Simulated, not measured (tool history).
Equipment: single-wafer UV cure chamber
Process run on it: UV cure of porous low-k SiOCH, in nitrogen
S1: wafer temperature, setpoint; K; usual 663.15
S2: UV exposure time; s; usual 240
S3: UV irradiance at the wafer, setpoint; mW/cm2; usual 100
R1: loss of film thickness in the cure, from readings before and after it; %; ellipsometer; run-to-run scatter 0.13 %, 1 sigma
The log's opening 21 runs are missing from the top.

run   hour      S1   S2   S3      R1
 22  343.9  663.15  345   64   8.908
     392.0  -- quartz window cleaned
 23  392.5  663.15  240  100  10.143
 24  396.3  644.15  240  100   9.845
 25  410.5  663.15  240  100  10.073
 26  420.8  645.15  340  130  12.263
     434.8  -- UV bulbs replaced
 27  435.3  663.15  330   67  11.348
 28  452.2  663.15  240  100  11.320
 29  459.0  644.15  300  100  12.066
 30  475.5  654.15  240  139  12.459
 31  488.5  643.15  145  137   9.974
 32  504.3  655.15  240  100  10.812
 33  514.4  663.15  240  100  10.998
 34  527.9  663.15  125   87   7.651
 35  538.8  682.15  315  125  13.702
 36  553.6  663.15  240  100  11.042
 37  566.2  663.15  355  100  12.757
 38  583.6  668.15  240  126  11.883
 39  599.1  663.15  240  128  11.974
 40  608.9  663.15  240   88  10.268
 41  618.8  663.15  145  100   8.527
 42  632.4  663.15  240  100  10.737
 43  644.7  655.15  140  100   8.274

Branching from run 43: 3 alternative next runs. What would each branch give?
  A  645.2  671.15  240  100   ?
  B  645.2  673.15  290  100   ?
  C  645.2  655.15  365   78   ?

run      R1
  A  10.799
  B  11.683
  C  11.279
What these runs would have given with no unlogged condition in the tool:
run      R1
  A  12.049
  B  12.961
  C  12.545
